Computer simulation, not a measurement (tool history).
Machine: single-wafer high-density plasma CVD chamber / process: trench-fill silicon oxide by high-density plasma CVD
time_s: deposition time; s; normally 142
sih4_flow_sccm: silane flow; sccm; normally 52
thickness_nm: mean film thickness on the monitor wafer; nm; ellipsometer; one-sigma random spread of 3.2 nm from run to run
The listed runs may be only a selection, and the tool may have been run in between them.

run,day,time_s,sih4_flow_sccm,wafers since the last listed run,hours since the silane flow controller was replaced,hours since the gauge calibration,"read-back reference wafer on the same gauge, thickness_nm",thickness_nm
1,0.000,142,52,0,1751.8,2148.6,924.682,794.837
2,8.346,142,52,2577,1952.1,2348.9,924.527,791.509
3,12.517,148,52,1288,2052.2,2449.0,924.417,836.222
4,14.562,148,52,631,2101.3,2498.1,923.727,826.505
5,17.125,148,52,791,2162.8,2559.6,923.683,833.186
6,20.517,142,52,1047,2244.2,2641.0,922.329,798.541
7,23.471,142,52,912,2315.1,2711.9,924.081,795.274
8,25.221,142,52,540,2357.1,2753.9,924.360,801.037
9,28.129,132,48,898,2426.9,2823.7,923.672,702.056
10,35.425,142,52,2253,2602.0,2998.8,923.675,806.618
11,38.517,142,52,954,2676.2,3073.0,923.291,807.102
12,42.892,142,52,1351,2781.2,3178.0,923.919,806.944
13,45.717,142,52,872,2849.0,3245.8,923.780,802.748
14,48.488,142,52,855,2915.5,3312.3,923.830,809.447
15,52.875,142,52,1355,3020.8,3417.6,923.223,809.321
16,56.258,142,52,1044,3102.0,3498.8,924.542,812.570
17,58.375,142,52,653,3152.8,3549.6,925.013,808.079
18,61.296,142,52,902,3222.9,3619.7,923.813,819.977
19,65.412,142,52,1271,3321.7,3718.5,923.602,815.991
20,67.500,142,52,644,3371.8,3768.6,922.839,819.114
21,69.262,142,52,544,3414.1,3810.9,924.350,821.010
22,71.521,160,52,697,3468.3,3865.1,924.539,918.894
23,73.475,148,52,603,3515.2,3912.0,922.348,856.802
24,75.404,142,52,595,3561.5,3958.3,924.602,828.758
# day 75.558: gauge calibrated
# day 76.933: silane flow controller replaced
25,78.988,124,56,1003,49.3,82.3,923.429,717.013
26,80.729,127,62,537,91.1,124.1,924.443,799.121
27,84.742,132,48,1239,187.4,220.4,924.234,674.240
28,95.904,150,52,3447,455.3,488.3,924.288,821.323
29,99.558,124,56,1128,543.0,576.0,924.006,718.287
30,102.846,168,49,1015,621.9,654.9,923.853,885.400
31,106.562,162,58,1147,711.1,744.1,924.101,964.738
32,110.292,168,45,1151,800.6,833.6,923.702,821.302
33,112.329,153,56,629,849.5,882.5,925.080,889.742
34,114.762,142,52,751,907.9,940.9,923.831,774.875
35,119.229,120,58,1379,1015.1,1048.1,923.289,716.825
36,123.712,142,52,1384,1122.7,1155.7,923.369,779.325
37,128.054,142,55,1340,1226.9,1259.9,924.998,818.170
38,131.775,142,43,1149,1316.2,1349.2,924.531,677.803
39,135.042,159,42,1008,1394.6,1427.6,922.771,750.065
40,138.150,142,52,959,1469.2,1502.2,922.838,781.818
41,140.133,142,52,612,1516.8,1549.8,923.037,782.854
42,143.179,134,62,940,1589.9,1622.9,923.770,853.129
43,146.271,152,45,954,1664.1,1697.1,924.293,754.247
44,149.967,142,52,1141,1752.8,1785.8,924.459,779.749

What if the next run were any one of these 3? Each begins from the tool's condition after run 44:
A,149.983,142,61,5,1753.2,1786.2,?,?
B,149.983,168,47,5,1753.2,1786.2,?,?
C,149.983,127,60,5,1753.2,1786.2,?,?

run,"read-back reference wafer on the same gauge, thickness_nm",thickness_nm
A,924.632,891.476
B,924.632,861.086
C,924.632,786.851
Take away the tool's hidden state, keep each run's random variation, and the runs would have read:
run,thickness_nm
A,882.758
B,852.664
C,779.156
